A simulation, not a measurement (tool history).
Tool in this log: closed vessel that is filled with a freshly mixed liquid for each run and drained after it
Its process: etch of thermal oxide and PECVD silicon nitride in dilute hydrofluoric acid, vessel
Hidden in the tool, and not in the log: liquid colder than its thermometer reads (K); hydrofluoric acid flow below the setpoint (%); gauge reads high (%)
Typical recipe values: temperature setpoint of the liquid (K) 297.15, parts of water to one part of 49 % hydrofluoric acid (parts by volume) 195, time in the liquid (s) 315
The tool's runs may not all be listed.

run     day  temperature setpoint of the liquid (K)  parts of water to one part of 49 % hydrofluoric acid (parts by volume)  time in the liquid (s)  wafers since the last listed run  hours since the thermometer was replaced  hours since the hydrofluoric acid flow meter was replaced  hours since the gauge calibration  read-back film thickness of the thermal oxide reference wafer, read on the same gauge (nm)  read-back film thickness of the PECVD silicon nitride reference wafer, read on the same gauge (nm)  thickness taken off the thermal oxide on a monitor wafer (Å)  thickness taken off the PECVD silicon nitride on a monitor wafer (Å)
  1       0                                  297.15                                                                     195                     315                                 0                                     818.7                                                      302.5                             1931.6                                                                                         150                                                                                               99.99                                                            68                                                                  92.5
      1.575  -- thermometer replaced
  2   4.138                                  297.15                                                                     195                     315                              7970                                      61.5                                                      401.8                             2030.9                                                                                      150.02                                                                                                 100                                                            68                                                                  92.3
  3   6.421                                  297.15                                                                     195                     315                              4443                                     116.3                                                      456.6                             2085.7                                                                                      150.01                                                                                               99.96                                                          67.6                                                                  92.7
  4   8.929                                  297.15                                                                     195                     315                              4880                                     176.5                                                      516.8                             2145.9                                                                                         150                                                                                               99.95                                                          67.3                                                                  92.5
  5  12.792                                  297.15                                                                     195                     315                              7516                                     269.2                                                      609.5                             2238.6                                                                                      150.03                                                                                               99.97                                                          69.6                                                                  92.3
  6    16.5                                  297.15                                                                     195                     315                              7216                                     358.2                                                      698.5                             2327.6                                                                                      149.99                                                                                               99.99                                                          68.5                                                                  92.5
     16.829  -- hydrofluoric acid flow meter replaced
  7  19.829                                  297.15                                                                     195                     315                              6397                                     438.1                                                         72                             2407.5                                                                                      150.01                                                                                                 100                                                          68.9                                                                  92.6
     23.617  -- gauge calibrated
  8  23.938                                  295.15                                                                     195                     425                              7994                                     536.7                                                      170.6                                7.7                                                                                      150.01                                                                                               99.99                                                          85.5                                                                 109.9
  9  27.433                                  297.15                                                                     195                     135                              6802                                     620.6                                                      254.5                               91.6                                                                                      150.01                                                                                               99.99                                                          29.8                                                                  39.8
 10  31.458                                  297.15                                                                     195                     315                              7832                                     717.2                                                      351.1                              188.2                                                                                         150                                                                                               99.98                                                          68.6                                                                    92
 11  33.429                                  297.15                                                                     195                     315                              3835                                     764.5                                                      398.4                              235.5                                                                                      149.97                                                                                               99.97                                                          68.8                                                                  92.7
 12  37.483                                  297.15                                                                     195                     315                              7889                                     861.8                                                      495.7                              332.8                                                                                      150.01                                                                                               99.97                                                          67.6                                                                  92.4
     38.162  -- thermometer replaced
 13  39.729                                  297.15                                                                     195                     375                              4289                                      37.6                                                      549.6                              386.7                                                                                      149.99                                                                                              100.02                                                          82.6                                                                 110.6
 14  42.017                                  297.15                                                                     225                     135                              4451                                      92.5                                                      604.5                              441.6                                                                                      149.99                                                                                               99.98                                                          24.7                                                                  34.4
     43.175  -- hydrofluoric acid flow meter replaced
 15  43.608                                  298.65                                                                     245                     315                              3016                                     130.7                                                       10.4                              479.8                                                                                         150                                                                                               99.99                                                          54.6                                                                  80.9
 16  45.146                                  297.15                                                                     195                     315                              2991                                     167.6                                                       47.3                              516.7                                                                                      149.98                                                                                              100.03                                                          67.5                                                                  92.4
 17  48.171                                  297.15                                                                     135                     245                              5886                                     240.2                                                      119.9                              589.3                                                                                      149.99                                                                                               99.99                                                          82.7                                                                 103.7
 18  56.712                                  292.65                                                                     260                     210                             16621                                     445.2                                                      324.9                              794.3                                                                                      150.01                                                                                               99.98                                                          27.4                                                                  34.8
 19  59.862                                  297.15                                                                     145                     315                              6129                                     520.8                                                      400.5                              869.9                                                                                      150.02                                                                                               99.96                                                          96.5                                                                   124
 20  63.292                                  299.15                                                                     255                     165                              6672                                     603.1                                                      482.8                              952.2                                                                                      150.01                                                                                                 100                                                          27.3                                                                  41.9
 21  67.667                                  292.65                                                                     195                     315                              8513                                     708.1                                                      587.8                             1057.2                                                                                      150.01                                                                                              100.01                                                          57.1                                                                  69.1
     70.192  -- hydrofluoric acid flow meter replaced
 22  70.558                                  295.15                                                                     195                     315                              5545                                     777.5                                                        8.8                             1126.6                                                                                      149.97                                                                                              100.03                                                          63.2                                                                  81.8
 23  73.883                                  297.15                                                                     115                     475                              6470                                     857.3                                                       88.6                             1206.4                                                                                      149.99                                                                                              100.01                                                           193                                                                 234.6
 24  75.704                                  293.15                                                                     195                     315                              3543                                       901                                                      132.3                             1250.1                                                                                         150                                                                                                 100                                                          59.3                                                                  71.9
     77.517  -- thermometer replaced
 25  78.267                                  297.15                                                                     235                     430                              4905                                        18                                                      193.8                             1311.6                                                                                      150.03                                                                                                 100                                                          75.3                                                                 105.1

Run-by-run hidden state of the tool:
liquid colder than its thermometer reads (K): 0, the same for each run
hydrofluoric acid flow below the setpoint (%): 0, the same for each run
gauge reads high (%): 0, the same for each run
